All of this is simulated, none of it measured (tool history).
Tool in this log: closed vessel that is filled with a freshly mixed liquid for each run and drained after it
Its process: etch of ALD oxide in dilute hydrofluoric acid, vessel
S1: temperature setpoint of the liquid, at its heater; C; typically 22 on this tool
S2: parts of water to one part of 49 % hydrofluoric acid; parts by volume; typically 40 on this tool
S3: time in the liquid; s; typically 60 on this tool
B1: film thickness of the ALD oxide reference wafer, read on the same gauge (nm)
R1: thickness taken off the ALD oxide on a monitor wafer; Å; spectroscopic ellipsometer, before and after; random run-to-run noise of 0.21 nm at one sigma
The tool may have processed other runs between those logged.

{"run": 1, "hour": 0.0, "S1": 22, "S2": 45, "S3": 75, "B1": 82.42, "R1": 411.3}
{"run": 2, "hour": 38.2, "S1": 22, "S2": 40, "S3": 60, "B1": 82.44, "R1": 368.6}
{"run": 3, "hour": 109.6, "S1": 22, "S2": 40, "S3": 60, "B1": 82.52, "R1": 368.1}
{"run": 4, "hour": 134.1, "S1": 22, "S2": 40, "S3": 60, "B1": 82.52, "R1": 369.3}
{"run": 5, "hour": 167.1, "S1": 22, "S2": 40, "S3": 60, "B1": 82.62, "R1": 368.9}
{"hour": 175.8, "done": "thermometer replaced"}
{"run": 6, "hour": 233.8, "S1": 22, "S2": 40, "S3": 35, "B1": 82.67, "R1": 216.5}
{"run": 7, "hour": 264.1, "S1": 22, "S2": 40, "S3": 35, "B1": 82.68, "R1": 215.9}
{"run": 8, "hour": 328.6, "S1": 22, "S2": 40, "S3": 35, "B1": 82.71, "R1": 217.7}
{"run": 9, "hour": 353.3, "S1": 22, "S2": 40, "S3": 60, "B1": 82.77, "R1": 368.7}
{"hour": 360.7, "done": "hydrofluoric acid flow meter replaced"}
{"run": 10, "hour": 391.7, "S1": 22, "S2": 40, "S3": 60, "B1": 82.77, "R1": 372.3}
{"run": 11, "hour": 436.5, "S1": 19, "S2": 40, "S3": 60, "B1": 82.74, "R1": 326}
{"run": 12, "hour": 481.5, "S1": 22, "S2": 40, "S3": 60, "B1": 82.76, "R1": 369.8}
{"run": 13, "hour": 506.7, "S1": 22, "S2": 40, "S3": 40, "B1": 82.86, "R1": 248.7}
{"run": 14, "hour": 544.4, "S1": 20.5, "S2": 35, "S3": 50, "B1": 82.82, "R1": 332.3}
{"run": 15, "hour": 588.2, "S1": 18.5, "S2": 40, "S3": 85, "B1": 82.89, "R1": 457.6}
{"run": 16, "hour": 650.1, "S1": 22, "S2": 55, "S3": 60, "B1": 82.94, "R1": 263.6}
{"run": 17, "hour": 716.5, "S1": 22, "S2": 25, "S3": 80, "B1": 82.98, "R1": 814.6}
{"run": 18, "hour": 750.2, "S1": 22, "S2": 40, "S3": 60, "B1": 82.92, "R1": 371.8}
{"run": 19, "hour": 804.1, "S1": 22, "S2": 40, "S3": 60, "B1": 82.98, "R1": 373.6}
{"hour": 858.0, "done": "hydrofluoric acid flow meter replaced"}
{"run": 20, "hour": 860.1, "S1": 23.5, "S2": 40, "S3": 60, "B1": 83, "R1": 397.3}
{"run": 21, "hour": 922.1, "S1": 22, "S2": 40, "S3": 80, "B1": 83.01, "R1": 496}
{"run": 22, "hour": 990.5, "S1": 25.5, "S2": 25, "S3": 60, "B1": 83.04, "R1": 712.9}
{"run": 23, "hour": 1015.0, "S1": 24, "S2": 45, "S3": 85, "B1": 83.06, "R1": 504.3}
{"hour": 1058.7, "done": "gauge calibrated"}
{"hour": 1129.6, "done": "thermometer replaced"}
{"run": 24, "hour": 1167.3, "S1": 27, "S2": 40, "S3": 80, "B1": 80.24, "R1": 596.7}
{"run": 25, "hour": 1211.2, "S1": 24, "S2": 45, "S3": 75, "B1": 80.45, "R1": 433.1}
{"run": 26, "hour": 1242.6, "S1": 20.5, "S2": 35, "S3": 50, "B1": 80.54, "R1": 322.9}
{"run": 27, "hour": 1292.6, "S1": 25, "S2": 55, "S3": 40, "B1": 80.65, "R1": 193.7}
{"run": 28, "hour": 1355.9, "S1": 20, "S2": 45, "S3": 60, "B1": 80.82, "R1": 293.3}
{"hour": 1401.5, "done": "hydrofluoric acid flow meter replaced"}
{"run": 29, "hour": 1404.9, "S1": 22, "S2": 45, "S3": 60, "B1": 81, "R1": 324.9}
{"run": 30, "hour": 1474.3, "S1": 26, "S2": 40, "S3": 60, "B1": 81.13, "R1": 429.7}
{"run": 31, "hour": 1523.1, "S1": 26.5, "S2": 30, "S3": 45, "B1": 81.2, "R1": 447.9}
{"run": 32, "hour": 1586.0, "S1": 22, "S2": 40, "S3": 70, "B1": 81.39, "R1": 421.3}
{"run": 33, "hour": 1616.6, "S1": 22, "S2": 30, "S3": 60, "B1": 81.43, "R1": 496}
{"run": 34, "hour": 1674.6, "S1": 22, "S2": 40, "S3": 75, "B1": 81.58, "R1": 459.2}
{"run": 35, "hour": 1721.1, "S1": 22, "S2": 40, "S3": 60, "B1": 81.63, "R1": 366}

Branching from run 35: 3 alternative next runs. What would each branch give?
{"run": "A", "hour": 1721.8, "S1": 25.5, "S2": 40, "S3": 60, "B1": "?", "R1": "?"}
{"run": "B", "hour": 1721.8, "S1": 24, "S2": 40, "S3": 35, "B1": "?", "R1": "?"}
{"run": "C", "hour": 1721.8, "S1": 22, "S2": 40, "S3": 50, "B1": "?", "R1": "?"}

run=A B1=81.62 R1=422.9
run=B B1=81.62 R1=231.9
run=C B1=81.62 R1=304.7
The same runs, with their run-to-run variation unchanged, on a tool lacking any hidden condition would have given:
run=A R1=414.4
run=B R1=227.2
run=C R1=298.6
